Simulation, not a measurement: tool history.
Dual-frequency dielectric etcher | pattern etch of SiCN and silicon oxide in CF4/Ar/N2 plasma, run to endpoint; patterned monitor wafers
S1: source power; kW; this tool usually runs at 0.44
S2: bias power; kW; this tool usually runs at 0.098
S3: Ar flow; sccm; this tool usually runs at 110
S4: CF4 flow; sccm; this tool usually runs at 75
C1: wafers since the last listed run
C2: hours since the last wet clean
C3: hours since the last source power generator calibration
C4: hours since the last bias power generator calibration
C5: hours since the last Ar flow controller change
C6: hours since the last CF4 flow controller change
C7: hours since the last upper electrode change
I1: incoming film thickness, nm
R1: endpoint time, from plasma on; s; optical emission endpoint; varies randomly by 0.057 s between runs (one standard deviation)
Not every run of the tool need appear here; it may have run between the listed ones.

run    hour    S1     S2   S3  S4   C1     C2      C3      C4      C5      C6      C7     I1    R1
  1       0  0.44  0.098  125  75    0   38.5  2843.9  4062.3  3673.9    17.1  5075.5  11.24  13.5
  2    33.3  0.44  0.098  110  75  335   71.8  2877.2  4095.6  3707.2    50.4  5108.8   11.3  13.2
       86.7  -- upper electrode replaced
  3    91.7  0.44  0.098  110  75  347  130.2  2935.6    4154  3765.6   108.8       5  11.39  13.4
      135.7  -- Ar flow controller replaced
  4   147.4  0.44  0.098  110  75  501  185.9  2991.3  4209.7    11.7   164.5    60.7  11.37  13.3
      166.5  -- bias power generator calibrated
  5   210.8  0.44  0.098  110  75  599  249.3  3054.7    44.3    75.1   227.9   124.1   11.3  13.2
      236.1  -- source power generator calibrated
  6   264.2  0.36   0.09  110  75  498  302.7    28.1    97.7   128.5   281.3   177.5  11.36  17.8
  7   320.6  0.44  0.098  110  75  568  359.1    84.5   154.1   184.9   337.7   233.9  11.32  13.6
  8   380.6  0.44  0.098  110  75  605  419.1   144.5   214.1   244.9   397.7   293.9  11.33  13.6
  9   447.9  0.44  0.078   85  69  678  486.4   211.8   281.4   312.2     465   361.2  11.37  14.3
 10   518.9  0.44  0.098  136  89  716  557.4   282.8   352.4   383.2     536   432.2  11.34  13.7
      577.1  -- wet clean of the chamber
 11   577.6  0.44  0.098  110  75  350    0.5   341.5   411.1   441.9   594.7   490.9   11.1  13.3
 12   593.7  0.41  0.098  110  75  162   16.6   357.6   427.2     458   610.8     507  11.29  14.6
 13   634.7  0.44  0.098  119  90  413   57.6   398.6   468.2     499   651.8     548   11.2  13.3
 14   686.8  0.44  0.082  134  91  525  109.7   450.7   520.3   551.1   703.9   600.1   11.4  14.6
 15   723.3  0.44  0.098  110  83  368  146.2   487.2   556.8   587.6   740.4   636.6  11.23  13.4
 16   769.8  0.44  0.098  123  75  469  192.7   533.7   603.3   634.1   786.9   683.1  11.29  13.7
 17   794.1  0.44  0.116  110  86  245    217     558   627.6   658.4   811.2   707.4  11.35  12.6
 18   850.7  0.44  0.098  110  75  570  273.6   614.6   684.2     715   867.8     764  11.29  13.5
 19   905.8  0.53  0.079  131  81  555  328.7   669.7   739.3   770.1   922.9   819.1  11.29  12.1
 20   974.9  0.44  0.098  136  89  697  397.8   738.8   808.4   839.2     992   888.2  11.32  13.7
 21  1043.4  0.37  0.119   84  62  690  466.3   807.3   876.9   907.7  1060.5   956.7  11.38  15.3
       1101  -- wet clean of the chamber
 22  1114.5  0.44  0.098  127  75  475   13.5   878.4     948   978.8  1131.6  1027.8  11.23  13.8
 23  1173.4   0.5  0.098  110  61  594   72.4   937.3  1006.9  1037.7  1190.5  1086.7   11.2    12
 24  1218.1  0.37  0.075  110  88  450  117.1     982  1051.6  1082.4  1235.2  1131.4  11.37  17.7
 25  1259.4  0.51  0.098   99  86  416  158.4  1023.3  1092.9  1123.7  1276.5  1172.7  11.22  11.1

A few steps of R1 between consecutive runs. Split each: what settings, incoming material and random variation would produce without the hidden state, and what is left over for the hidden state, along with gauge scatter present in only one of the two compared results (measured, and without hidden state):
Hidden state present: etch rate over this chamber's usual, %; source power that arrives over what is set, %; bias power that arrives over what is set, %; Ar flow that arrives over what is set, %; CF4 flow that arrives over what is set, %.
Run 5 -> 6: S1 0.44 -> 0.36, S2 0.098 -> 0.09, source power generator calibrated. R1 +4.6 s: hidden state +0.3, all else +4.3.
Run 23 -> 24: S1 0.5 -> 0.37, S2 0.098 -> 0.075, S4 61 -> 88. R1 +5.7 s: hidden state -0.2, all else +5.9.
Run 24 -> 25: S1 0.37 -> 0.51, S2 0.075 -> 0.098, S3 110 -> 99, S4 88 -> 86. R1 -6.6 s: hidden state +0.2, all else -6.8.

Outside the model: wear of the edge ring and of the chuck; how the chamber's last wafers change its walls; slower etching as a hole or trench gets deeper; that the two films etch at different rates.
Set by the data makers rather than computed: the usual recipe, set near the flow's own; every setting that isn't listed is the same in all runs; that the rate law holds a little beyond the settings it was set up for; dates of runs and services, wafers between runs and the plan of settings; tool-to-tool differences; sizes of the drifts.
